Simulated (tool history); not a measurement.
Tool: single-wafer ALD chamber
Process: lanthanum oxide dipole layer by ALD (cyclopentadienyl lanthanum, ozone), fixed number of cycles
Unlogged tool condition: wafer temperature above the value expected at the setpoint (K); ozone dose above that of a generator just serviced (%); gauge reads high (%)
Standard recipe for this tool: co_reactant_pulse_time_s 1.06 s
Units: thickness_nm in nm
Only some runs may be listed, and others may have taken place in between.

run,hour,co_reactant_pulse_time_s,wafers since the last listed run,hours since the last thermocouple change,hours since the last ozone generator service,hours since the showerhead was replaced,hours since the gauge calibration,"read-back reference wafer on the same gauge, thickness_nm",thickness_nm
1,0,1.4,0,2146.1,1015.3,3881.3,627.7,0.466,0.481
2,27.9,1.06,434,2174,1043.2,3909.2,655.6,0.466,0.457
3,46.6,1.06,291,2192.7,1061.9,3927.9,674.3,0.466,0.455
4,72.4,1.06,402,2218.5,1087.7,3953.7,700.1,0.466,0.454
5,97.7,1.06,394,2243.8,1113,3979,725.4,0.466,0.454
6,112.1,1.24,224,2258.2,1127.4,3993.4,739.8,0.466,0.468
7,128.7,0.79,258,2274.8,1144,4010,756.4,0.466,0.426
8,148.4,0.79,306,2294.5,1163.7,4029.7,776.1,0.467,0.424
9,168.4,1.06,311,2314.5,1183.7,4049.7,796.1,0.466,0.454
10,192.8,1.06,380,2338.9,1208.1,4074.1,820.5,0.466,0.45
11,225.3,1.06,506,2371.4,1240.6,4106.6,853,0.466,0.451
12,251.7,0.92,411,2397.8,1267,4133,879.4,0.466,0.435
13,274.2,0.67,350,2420.3,1289.5,4155.5,901.9,0.466,0.405
14,288.3,0.9,219,2434.4,1303.6,4169.6,916,0.466,0.432
# hour 314.5: ozone generator serviced
15,315,0.83,291,2461.1,0.5,4196.3,942.7,0.466,0.446
16,340.1,0.7,391,2486.2,25.6,4221.4,967.8,0.466,0.43
17,358.1,1.36,280,2504.2,43.6,4239.4,985.8,0.466,0.488
# hour 391.8: thermocouple changed; heater temperature recalibrated
18,392.3,1.46,408,0.5,77.8,4273.6,1020,0.466,0.494
19,399.2,0.7,107,7.4,84.7,4280.5,1026.9,0.466,0.43
20,431.2,1.28,498,39.4,116.7,4312.5,1058.9,0.466,0.484
# hour 465.4: showerhead replaced
21,465.9,0.69,416,74.1,151.4,0.5,1093.6,0.466,0.43
# hour 487.2: gauge calibrated
22,494.6,1.47,447,102.8,180.1,29.2,7.4,0.466,0.493
23,513.4,0.87,292,121.6,198.9,48,26.2,0.466,0.449
24,534.5,0.78,328,142.7,220,69.1,47.3,0.466,0.44
25,547,1.42,194,155.2,232.5,81.6,59.8,0.466,0.491
26,562.2,1.4,236,170.4,247.7,96.8,75,0.466,0.489
27,590,0.75,433,198.2,275.5,124.6,102.8,0.466,0.437
28,625.8,1.06,557,234,311.3,160.4,138.6,0.466,0.467
29,647.6,1.48,339,255.8,333.1,182.2,160.4,0.466,0.494
30,674.5,1.06,419,282.7,360,209.1,187.3,0.466,0.464
31,696.9,1.43,349,305.1,382.4,231.5,209.7,0.466,0.49
32,718.6,0.64,338,326.8,404.1,253.2,231.4,0.466,0.419
33,751,1.35,504,359.2,436.5,285.6,263.8,0.466,0.487

Describe how what the log doesn't record of the tool's condition differs between the last listed run preceding each entry between runs and the first listed run following it.
In the gap between runs 14 and 15: ozone generator serviced (hour 314.5)
  ozone dose above that of a generator just serviced (%): -21.1 -> -1.74
  measured less the result without the state, thickness_nm: -0.022 -> -0.002 nm
In the gap between runs 17 and 18: thermocouple changed; heater temperature recalibrated (hour 391.8)
  ozone dose above that of a generator just serviced (%): -1.76 -> -1.8
  measured less the result without the state, thickness_nm: -0.002 -> -0.001 nm
In the gap between runs 20 and 21: showerhead replaced (hour 465.4)
  ozone dose above that of a generator just serviced (%): -1.88 -> -1.98
  measured less the result without the state, thickness_nm: -0.002 -> -0.002 nm
In the gap between runs 21 and 22: gauge calibrated (hour 487.2)
  ozone dose above that of a generator just serviced (%): -1.98 -> -2.08
  measured less the result without the state, thickness_nm: -0.002 -> -0.001 nm

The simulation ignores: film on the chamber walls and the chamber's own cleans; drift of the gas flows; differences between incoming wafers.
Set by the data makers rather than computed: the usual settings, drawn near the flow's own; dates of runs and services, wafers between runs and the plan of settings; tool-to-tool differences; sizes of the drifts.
